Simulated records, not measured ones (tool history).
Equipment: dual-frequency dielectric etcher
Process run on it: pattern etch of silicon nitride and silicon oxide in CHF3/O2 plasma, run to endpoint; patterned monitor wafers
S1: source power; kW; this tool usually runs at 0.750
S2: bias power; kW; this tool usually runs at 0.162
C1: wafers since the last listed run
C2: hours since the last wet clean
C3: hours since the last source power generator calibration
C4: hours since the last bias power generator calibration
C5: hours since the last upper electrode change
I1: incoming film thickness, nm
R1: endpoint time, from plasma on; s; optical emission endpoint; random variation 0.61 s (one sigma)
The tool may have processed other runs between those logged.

{"run": 1, "hour": 0.0, "S1": 0.75, "S2": 0.162, "C1": 0, "C2": 507.4, "C3": 3790.9, "C4": 1965.3, "C5": 1572.3, "I1": 324.1, "R1": 199.1}
{"hour": 67.8, "done": "wet clean of the chamber"}
{"run": 2, "hour": 84.8, "S1": 0.75, "S2": 0.162, "C1": 533, "C2": 17.0, "C3": 3875.7, "C4": 2050.1, "C5": 1657.1, "I1": 328.9, "R1": 202.5}
{"run": 3, "hour": 158.9, "S1": 0.75, "S2": 0.162, "C1": 650, "C2": 91.1, "C3": 3949.8, "C4": 2124.2, "C5": 1731.2, "I1": 329.2, "R1": 203.2}
{"run": 4, "hour": 220.1, "S1": 0.75, "S2": 0.162, "C1": 537, "C2": 152.3, "C3": 4011.0, "C4": 2185.4, "C5": 1792.4, "I1": 323.3, "R1": 199.3}
{"run": 5, "hour": 323.7, "S1": 0.75, "S2": 0.162, "C1": 909, "C2": 255.9, "C3": 4114.6, "C4": 2289.0, "C5": 1896.0, "I1": 326.4, "R1": 201.4}
{"run": 6, "hour": 428.5, "S1": 0.75, "S2": 0.162, "C1": 920, "C2": 360.7, "C3": 4219.4, "C4": 2393.8, "C5": 2000.8, "I1": 325.6, "R1": 201.3}
{"run": 7, "hour": 529.4, "S1": 0.75, "S2": 0.162, "C1": 885, "C2": 461.6, "C3": 4320.3, "C4": 2494.7, "C5": 2101.7, "I1": 320.9, "R1": 198.9}
{"hour": 711.6, "done": "wet clean of the chamber"}
{"run": 8, "hour": 779.7, "S1": 0.75, "S2": 0.162, "C1": 1986, "C2": 68.1, "C3": 4570.6, "C4": 2745.0, "C5": 2352.0, "I1": 324.2, "R1": 200.2}
{"run": 9, "hour": 818.9, "S1": 0.75, "S2": 0.162, "C1": 344, "C2": 107.3, "C3": 4609.8, "C4": 2784.2, "C5": 2391.2, "I1": 325.9, "R1": 202.0}
{"run": 10, "hour": 911.2, "S1": 0.75, "S2": 0.162, "C1": 810, "C2": 199.6, "C3": 4702.1, "C4": 2876.5, "C5": 2483.5, "I1": 328.0, "R1": 202.8}
{"run": 11, "hour": 972.3, "S1": 0.75, "S2": 0.162, "C1": 536, "C2": 260.7, "C3": 4763.2, "C4": 2937.6, "C5": 2544.6, "I1": 329.0, "R1": 203.9}
{"hour": 992.3, "done": "source power generator calibrated"}
{"run": 12, "hour": 1020.2, "S1": 0.75, "S2": 0.162, "C1": 385, "C2": 308.6, "C3": 27.9, "C4": 2985.5, "C5": 2592.5, "I1": 325.2, "R1": 203.7}
{"run": 13, "hour": 1085.6, "S1": 0.75, "S2": 0.162, "C1": 574, "C2": 374.0, "C3": 93.3, "C4": 3050.9, "C5": 2657.9, "I1": 326.2, "R1": 205.4}
{"run": 14, "hour": 1131.5, "S1": 0.75, "S2": 0.162, "C1": 402, "C2": 419.9, "C3": 139.2, "C4": 3096.8, "C5": 2703.8, "I1": 323.6, "R1": 204.7}
{"hour": 1209.5, "done": "wet clean of the chamber"}
{"run": 15, "hour": 1210.0, "S1": 0.75, "S2": 0.162, "C1": 478, "C2": 0.5, "C3": 217.7, "C4": 3175.3, "C5": 2782.3, "I1": 326.6, "R1": 207.3}
{"run": 16, "hour": 1251.5, "S1": 0.75, "S2": 0.162, "C1": 364, "C2": 42.0, "C3": 259.2, "C4": 3216.8, "C5": 2823.8, "I1": 323.7, "R1": 204.3}
{"hour": 1408.1, "done": "upper electrode replaced"}
{"run": 17, "hour": 1408.6, "S1": 0.75, "S2": 0.162, "C1": 1168, "C2": 199.1, "C3": 416.3, "C4": 3373.9, "C5": 0.5, "I1": 326.1, "R1": 207.5}
{"run": 18, "hour": 1469.4, "S1": 0.75, "S2": 0.174, "C1": 533, "C2": 259.9, "C3": 477.1, "C4": 3434.7, "C5": 61.3, "I1": 325.6, "R1": 200.7}
{"run": 19, "hour": 1573.4, "S1": 0.75, "S2": 0.2, "C1": 913, "C2": 363.9, "C3": 581.1, "C4": 3538.7, "C5": 165.3, "I1": 326.9, "R1": 191.7}
{"run": 20, "hour": 1614.2, "S1": 0.69, "S2": 0.141, "C1": 358, "C2": 404.7, "C3": 621.9, "C4": 3579.5, "C5": 206.1, "I1": 325.9, "R1": 223.5}
{"run": 21, "hour": 1693.0, "S1": 0.75, "S2": 0.162, "C1": 691, "C2": 483.5, "C3": 700.7, "C4": 3658.3, "C5": 284.9, "I1": 319.5, "R1": 201.5}
{"run": 22, "hour": 1751.6, "S1": 0.75, "S2": 0.162, "C1": 514, "C2": 542.1, "C3": 759.3, "C4": 3716.9, "C5": 343.5, "I1": 327.6, "R1": 207.6}
{"hour": 1815.5, "done": "wet clean of the chamber"}
{"run": 23, "hour": 1856.0, "S1": 0.75, "S2": 0.162, "C1": 705, "C2": 40.5, "C3": 863.7, "C4": 3821.3, "C5": 447.9, "I1": 325.4, "R1": 206.3}
{"run": 24, "hour": 1956.6, "S1": 0.62, "S2": 0.183, "C1": 883, "C2": 141.1, "C3": 964.3, "C4": 3921.9, "C5": 548.5, "I1": 325.1, "R1": 213.3}
{"run": 25, "hour": 2040.1, "S1": 0.66, "S2": 0.196, "C1": 733, "C2": 224.6, "C3": 1047.8, "C4": 4005.4, "C5": 632.0, "I1": 327.4, "R1": 204.5}
{"run": 26, "hour": 2082.4, "S1": 0.93, "S2": 0.162, "C1": 371, "C2": 266.9, "C3": 1090.1, "C4": 4047.7, "C5": 674.3, "I1": 324.3, "R1": 189.7}
{"run": 27, "hour": 2165.3, "S1": 0.75, "S2": 0.162, "C1": 727, "C2": 349.8, "C3": 1173.0, "C4": 4130.6, "C5": 757.2, "I1": 325.9, "R1": 206.4}
{"run": 28, "hour": 2210.2, "S1": 0.86, "S2": 0.175, "C1": 394, "C2": 394.7, "C3": 1217.9, "C4": 4175.5, "C5": 802.1, "I1": 322.6, "R1": 188.3}
{"hour": 2286.8, "done": "bias power generator calibrated"}
{"run": 29, "hour": 2313.4, "S1": 0.75, "S2": 0.162, "C1": 870, "C2": 497.9, "C3": 1321.1, "C4": 26.6, "C5": 905.3, "I1": 323.8, "R1": 201.8}
{"hour": 2344.8, "done": "wet clean of the chamber"}
{"run": 30, "hour": 2410.3, "S1": 0.67, "S2": 0.173, "C1": 639, "C2": 65.5, "C3": 1418.0, "C4": 123.5, "C5": 1002.2, "I1": 323.3, "R1": 205.1}
{"run": 31, "hour": 2472.6, "S1": 0.75, "S2": 0.162, "C1": 546, "C2": 127.8, "C3": 1480.3, "C4": 185.8, "C5": 1064.5, "I1": 325.0, "R1": 201.6}
{"run": 32, "hour": 2530.2, "S1": 0.59, "S2": 0.144, "C1": 505, "C2": 185.4, "C3": 1537.9, "C4": 243.4, "C5": 1122.1, "I1": 326.2, "R1": 234.3}
{"run": 33, "hour": 2595.7, "S1": 0.94, "S2": 0.142, "C1": 575, "C2": 250.9, "C3": 1603.4, "C4": 308.9, "C5": 1187.6, "I1": 328.3, "R1": 195.3}
{"run": 34, "hour": 2808.1, "S1": 0.75, "S2": 0.186, "C1": 1864, "C2": 463.3, "C3": 1815.8, "C4": 521.3, "C5": 1400.0, "I1": 326.6, "R1": 193.5}
{"run": 35, "hour": 2913.0, "S1": 0.75, "S2": 0.162, "C1": 920, "C2": 568.2, "C3": 1920.7, "C4": 626.2, "C5": 1504.9, "I1": 327.4, "R1": 202.4}

Branching from run 35: 4 alternative next runs. What would each branch give?
{"run": "A", "hour": 2913.5, "S1": 0.75, "S2": 0.162, "C1": 4, "C2": 568.7, "C3": 1921.2, "C4": 626.7, "C5": 1505.4, "I1": 329.3, "R1": "?"}
{"run": "B", "hour": 2913.5, "S1": 0.62, "S2": 0.137, "C1": 4, "C2": 568.7, "C3": 1921.2, "C4": 626.7, "C5": 1505.4, "I1": 329.3, "R1": "?"}
{"run": "C", "hour": 2913.5, "S1": 0.65, "S2": 0.127, "C1": 4, "C2": 568.7, "C3": 1921.2, "C4": 626.7, "C5": 1505.4, "I1": 329.3, "R1": "?"}
{"run": "D", "hour": 2913.5, "S1": 0.65, "S2": 0.162, "C1": 4, "C2": 568.7, "C3": 1921.2, "C4": 626.7, "C5": 1505.4, "I1": 329.3, "R1": "?"}

run=A R1=204.5
run=B R1=234.7
run=C R1=236.4
run=D R1=216.8
The same runs, with their run-to-run variation unchanged, on a tool lacking any hidden condition would have given:
run=A R1=205.8
run=B R1=236.2
run=C R1=237.9
run=D R1=218.2
